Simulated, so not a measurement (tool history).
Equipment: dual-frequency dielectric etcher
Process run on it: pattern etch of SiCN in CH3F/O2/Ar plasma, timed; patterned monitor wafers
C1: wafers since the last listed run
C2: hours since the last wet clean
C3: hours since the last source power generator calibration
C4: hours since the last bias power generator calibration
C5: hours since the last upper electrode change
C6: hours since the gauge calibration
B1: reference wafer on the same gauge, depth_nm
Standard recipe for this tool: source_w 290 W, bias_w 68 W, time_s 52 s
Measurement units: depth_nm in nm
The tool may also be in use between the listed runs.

{"run": 1, "day": 0.0, "source_w": 290, "bias_w": 68, "time_s": 52, "C1": 0, "C2": 285.6, "C3": 3189.8, "C4": 80.6, "C5": 2841.6, "C6": 561.6, "B1": 16.49, "depth_nm": 18}
{"run": 2, "day": 3.592, "source_w": 290, "bias_w": 68, "time_s": 52, "C1": 1306, "C2": 371.8, "C3": 3276, "C4": 166.8, "C5": 2927.8, "C6": 647.8, "B1": 16.51, "depth_nm": 17.98}
{"day": 7.05, "done": "wet clean of the chamber"}
{"run": 3, "day": 7.683, "source_w": 290, "bias_w": 68, "time_s": 52, "C1": 1124, "C2": 15.2, "C3": 3374.2, "C4": 265, "C5": 3026, "C6": 746, "B1": 16.5, "depth_nm": 18}
{"run": 4, "day": 11.321, "source_w": 290, "bias_w": 68, "time_s": 52, "C1": 1323, "C2": 102.5, "C3": 3461.5, "C4": 352.3, "C5": 3113.3, "C6": 833.3, "B1": 16.5, "depth_nm": 17.95}
{"run": 5, "day": 15.012, "source_w": 290, "bias_w": 68, "time_s": 52, "C1": 1342, "C2": 191.1, "C3": 3550.1, "C4": 440.9, "C5": 3201.9, "C6": 921.9, "B1": 16.51, "depth_nm": 18.06}
{"run": 6, "day": 18.296, "source_w": 290, "bias_w": 68, "time_s": 52, "C1": 1194, "C2": 269.9, "C3": 3628.9, "C4": 519.7, "C5": 3280.7, "C6": 1000.7, "B1": 16.5, "depth_nm": 18.01}
{"run": 7, "day": 21.283, "source_w": 290, "bias_w": 68, "time_s": 52, "C1": 1086, "C2": 341.6, "C3": 3700.6, "C4": 591.4, "C5": 3352.4, "C6": 1072.4, "B1": 16.48, "depth_nm": 18.01}
{"run": 8, "day": 23.038, "source_w": 270, "bias_w": 68, "time_s": 52, "C1": 638, "C2": 383.7, "C3": 3742.7, "C4": 633.5, "C5": 3394.5, "C6": 1114.5, "B1": 16.5, "depth_nm": 17.53}
{"day": 24.921, "done": "gauge calibrated"}
{"day": 25.946, "done": "wet clean of the chamber"}
{"run": 9, "day": 26.708, "source_w": 320, "bias_w": 80, "time_s": 52, "C1": 971, "C2": 18.3, "C3": 3830.8, "C4": 721.6, "C5": 3482.6, "C6": 42.9, "B1": 16.49, "depth_nm": 19.64}
{"run": 10, "day": 28.662, "source_w": 320, "bias_w": 80, "time_s": 52, "C1": 710, "C2": 65.2, "C3": 3877.7, "C4": 768.5, "C5": 3529.5, "C6": 89.8, "B1": 16.5, "depth_nm": 19.63}
{"run": 11, "day": 32.554, "source_w": 310, "bias_w": 68, "time_s": 52, "C1": 1415, "C2": 158.6, "C3": 3971.1, "C4": 861.9, "C5": 3622.9, "C6": 183.2, "B1": 16.5, "depth_nm": 18.45}
{"run": 12, "day": 36.433, "source_w": 310, "bias_w": 68, "time_s": 52, "C1": 1411, "C2": 251.7, "C3": 4064.2, "C4": 955, "C5": 3716, "C6": 276.3, "B1": 16.49, "depth_nm": 18.42}
{"day": 38.208, "done": "upper electrode replaced"}
{"run": 13, "day": 40.596, "source_w": 310, "bias_w": 68, "time_s": 52, "C1": 1150, "C2": 351.6, "C3": 4164.1, "C4": 1054.9, "C5": 57.3, "C6": 376.2, "B1": 16.49, "depth_nm": 18.5}
{"day": 42.633, "done": "wet clean of the chamber"}
{"run": 14, "day": 43.829, "source_w": 290, "bias_w": 77, "time_s": 52, "C1": 812, "C2": 28.7, "C3": 4241.7, "C4": 1132.5, "C5": 134.9, "C6": 453.8, "B1": 16.5, "depth_nm": 18.93}
{"run": 15, "day": 47.992, "source_w": 290, "bias_w": 77, "time_s": 52, "C1": 1514, "C2": 128.6, "C3": 4341.6, "C4": 1232.4, "C5": 234.8, "C6": 553.7, "B1": 16.5, "depth_nm": 18.91}
{"run": 16, "day": 51.696, "source_w": 290, "bias_w": 77, "time_s": 52, "C1": 1347, "C2": 217.5, "C3": 4430.5, "C4": 1321.3, "C5": 323.7, "C6": 642.6, "B1": 16.5, "depth_nm": 18.97}
{"run": 17, "day": 55.371, "source_w": 240, "bias_w": 82, "time_s": 57.5, "C1": 1336, "C2": 305.7, "C3": 4518.7, "C4": 1409.5, "C5": 411.9, "C6": 730.8, "B1": 16.5, "depth_nm": 20.26}
{"day": 57.362, "done": "source power generator calibrated"}
{"run": 18, "day": 58.446, "source_w": 290, "bias_w": 68, "time_s": 52, "C1": 1057, "C2": 379.5, "C3": 26, "C4": 1483.3, "C5": 485.7, "C6": 804.6, "B1": 16.49, "depth_nm": 18.1}
{"day": 59.196, "done": "bias power generator calibrated"}
{"day": 60.012, "done": "wet clean of the chamber"}
{"run": 19, "day": 62.242, "source_w": 290, "bias_w": 68, "time_s": 42.5, "C1": 1022, "C2": 53.5, "C3": 117.1, "C4": 73.1, "C5": 576.8, "C6": 895.7, "B1": 16.52, "depth_nm": 14.69}
{"run": 20, "day": 65.812, "source_w": 290, "bias_w": 68, "time_s": 52, "C1": 1298, "C2": 139.2, "C3": 202.8, "C4": 158.8, "C5": 662.5, "C6": 981.4, "B1": 16.51, "depth_nm": 17.98}
{"run": 21, "day": 69.15, "source_w": 290, "bias_w": 68, "time_s": 52, "C1": 1213, "C2": 219.3, "C3": 282.9, "C4": 238.9, "C5": 742.6, "C6": 1061.5, "B1": 16.51, "depth_nm": 17.88}
{"run": 22, "day": 70.812, "source_w": 260, "bias_w": 60, "time_s": 43.5, "C1": 604, "C2": 259.2, "C3": 322.8, "C4": 278.8, "C5": 782.5, "C6": 1101.4, "B1": 16.5, "depth_nm": 13.92}
{"run": 23, "day": 74.629, "source_w": 320, "bias_w": 84, "time_s": 66.5, "C1": 1388, "C2": 350.8, "C3": 414.4, "C4": 370.4, "C5": 874.1, "C6": 1193, "B1": 16.49, "depth_nm": 25.54}
{"day": 75.121, "done": "gauge calibrated"}
{"day": 79.471, "done": "wet clean of the chamber"}
{"run": 24, "day": 79.492, "source_w": 260, "bias_w": 68, "time_s": 61.5, "C1": 1404, "C2": 0.5, "C3": 531.1, "C4": 487.1, "C5": 990.8, "C6": 104.9, "B1": 16.5, "depth_nm": 20.6}
{"run": 25, "day": 82.221, "source_w": 290, "bias_w": 68, "time_s": 52, "C1": 992, "C2": 66, "C3": 596.6, "C4": 552.6, "C5": 1056.3, "C6": 170.4, "B1": 16.5, "depth_nm": 18}
{"run": 26, "day": 85.904, "source_w": 320, "bias_w": 68, "time_s": 39, "C1": 1339, "C2": 154.4, "C3": 685, "C4": 641, "C5": 1144.7, "C6": 258.8, "B1": 16.48, "depth_nm": 13.84}
{"run": 27, "day": 87.783, "source_w": 290, "bias_w": 68, "time_s": 64.5, "C1": 683, "C2": 199.5, "C3": 730.1, "C4": 686.1, "C5": 1189.8, "C6": 303.9, "B1": 16.51, "depth_nm": 22.36}
{"run": 28, "day": 90.45, "source_w": 290, "bias_w": 68, "time_s": 64, "C1": 969, "C2": 263.5, "C3": 794.1, "C4": 750.1, "C5": 1253.8, "C6": 367.9, "B1": 16.49, "depth_nm": 22.25}
{"run": 29, "day": 93.946, "source_w": 290, "bias_w": 76, "time_s": 52, "C1": 1271, "C2": 347.4, "C3": 878, "C4": 834, "C5": 1337.7, "C6": 451.8, "B1": 16.49, "depth_nm": 18.73}
{"run": 30, "day": 95.904, "source_w": 340, "bias_w": 79, "time_s": 56.5, "C1": 712, "C2": 394.4, "C3": 925, "C4": 881, "C5": 1384.7, "C6": 498.8, "B1": 16.51, "depth_nm": 21.82}

List, for all runs, the conditions of the tool that the log does not record:
etch rate over this chamber's usual, %: 0 on each run
source power that arrives over what is set, %: 0 on each run
gauge reads high (%): 0 on each run
H1: bias power that arrives over what is set, %
run=1 H1=-0.34
run=2 H1=-0.299
run=3 H1=-0.216
run=4 H1=-0.111
run=5 H1=0.026
run=6 H1=0.173
run=7 H1=0.329
run=8 H1=0.429
run=9 H1=0.662
run=10 H1=0.798
run=11 H1=1.09
run=12 H1=1.42
run=13 H1=1.82
run=14 H1=2.15
run=15 H1=2.61
run=16 H1=3.05
run=17 H1=3.52
run=18 H1=3.93
run=19 H1=-0.379
run=20 H1=-0.34
run=21 H1=-0.278
run=22 H1=-0.238
run=23 H1=-0.122
run=24 H1=0.0728
run=25 H1=0.205
run=26 H1=0.411
run=27 H1=0.528
run=28 H1=0.707
run=29 H1=0.966
run=30 H1=1.12
